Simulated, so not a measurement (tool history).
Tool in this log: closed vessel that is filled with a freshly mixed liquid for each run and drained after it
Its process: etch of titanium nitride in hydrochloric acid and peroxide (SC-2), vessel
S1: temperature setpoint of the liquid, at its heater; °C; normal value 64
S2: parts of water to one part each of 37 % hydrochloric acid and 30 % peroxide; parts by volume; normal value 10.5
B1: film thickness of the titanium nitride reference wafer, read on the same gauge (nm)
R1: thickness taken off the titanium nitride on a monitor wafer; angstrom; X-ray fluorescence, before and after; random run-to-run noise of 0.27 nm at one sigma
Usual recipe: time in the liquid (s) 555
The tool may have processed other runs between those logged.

{"run": 1, "hour": 0.0, "S1": 64, "S2": 10.5, "time in the liquid (s)": 555, "B1": 29.98, "R1": 409.9}
{"run": 2, "hour": 25.6, "S1": 64, "S2": 10.5, "time in the liquid (s)": 555, "B1": 30.02, "R1": 408.9}
{"run": 3, "hour": 50.4, "S1": 64, "S2": 10.5, "time in the liquid (s)": 555, "B1": 30, "R1": 410.2}
{"run": 4, "hour": 84.7, "S1": 64, "S2": 10.5, "time in the liquid (s)": 555, "B1": 30.02, "R1": 408.4}
{"run": 5, "hour": 111.2, "S1": 64, "S2": 10.5, "time in the liquid (s)": 555, "B1": 30.02, "R1": 411.8}
{"run": 6, "hour": 123.8, "S1": 64, "S2": 10.5, "time in the liquid (s)": 555, "B1": 30.01, "R1": 413.1}
{"run": 7, "hour": 158.9, "S1": 64, "S2": 10.5, "time in the liquid (s)": 555, "B1": 30, "R1": 411.9}
{"run": 8, "hour": 185.2, "S1": 67.5, "S2": 10.5, "time in the liquid (s)": 555, "B1": 29.95, "R1": 500.2}
{"run": 9, "hour": 212.4, "S1": 69, "S2": 10.5, "time in the liquid (s)": 555, "B1": 30.01, "R1": 557.7}
{"run": 10, "hour": 245.0, "S1": 69, "S2": 10.5, "time in the liquid (s)": 555, "B1": 30.01, "R1": 552.9}
{"run": 11, "hour": 269.1, "S1": 56, "S2": 7, "time in the liquid (s)": 555, "B1": 30.02, "R1": 341.3}
{"run": 12, "hour": 290.5, "S1": 64, "S2": 10.5, "time in the liquid (s)": 555, "B1": 30, "R1": 411.1}
{"run": 13, "hour": 311.0, "S1": 72, "S2": 7, "time in the liquid (s)": 840, "B1": 30.01, "R1": 1389.3}
{"run": 14, "hour": 324.8, "S1": 67, "S2": 6.5, "time in the liquid (s)": 750, "B1": 30.02, "R1": 986.9}
{"run": 15, "hour": 337.2, "S1": 67.5, "S2": 12, "time in the liquid (s)": 555, "B1": 30.01, "R1": 454.8}
{"run": 16, "hour": 366.7, "S1": 64, "S2": 10.5, "time in the liquid (s)": 555, "B1": 30.01, "R1": 412.1}
{"run": 17, "hour": 379.0, "S1": 71.5, "S2": 15.5, "time in the liquid (s)": 675, "B1": 30.04, "R1": 556.5}
{"run": 18, "hour": 399.9, "S1": 64, "S2": 10.5, "time in the liquid (s)": 555, "B1": 30.03, "R1": 414}
{"run": 19, "hour": 434.6, "S1": 64, "S2": 7, "time in the liquid (s)": 555, "B1": 29.99, "R1": 575.3}
{"run": 20, "hour": 450.7, "S1": 64, "S2": 15.5, "time in the liquid (s)": 260, "B1": 30.01, "R1": 137.6}
{"run": 21, "hour": 466.5, "S1": 64, "S2": 13.5, "time in the liquid (s)": 830, "B1": 30.01, "R1": 495.7}

Put back what was entered between runs (4 entries, withheld): which listed runs does each sit between, and how does the hidden state differ from the listed run before to the listed run after?
Run 7 -> run 8: chemicals flow meter replaced (hour 162.3)
  the hidden state is the same at both runs
Run 8 -> run 9: thermometer replaced (hour 201.8)
  the hidden state is the same at both runs
Run 11 -> run 12: gauge calibrated (hour 269.9)
  the hidden state is the same at both runs
Run 15 -> run 16: new drum of peroxide connected (hour 349.9)
  the hidden state is the same at both runs

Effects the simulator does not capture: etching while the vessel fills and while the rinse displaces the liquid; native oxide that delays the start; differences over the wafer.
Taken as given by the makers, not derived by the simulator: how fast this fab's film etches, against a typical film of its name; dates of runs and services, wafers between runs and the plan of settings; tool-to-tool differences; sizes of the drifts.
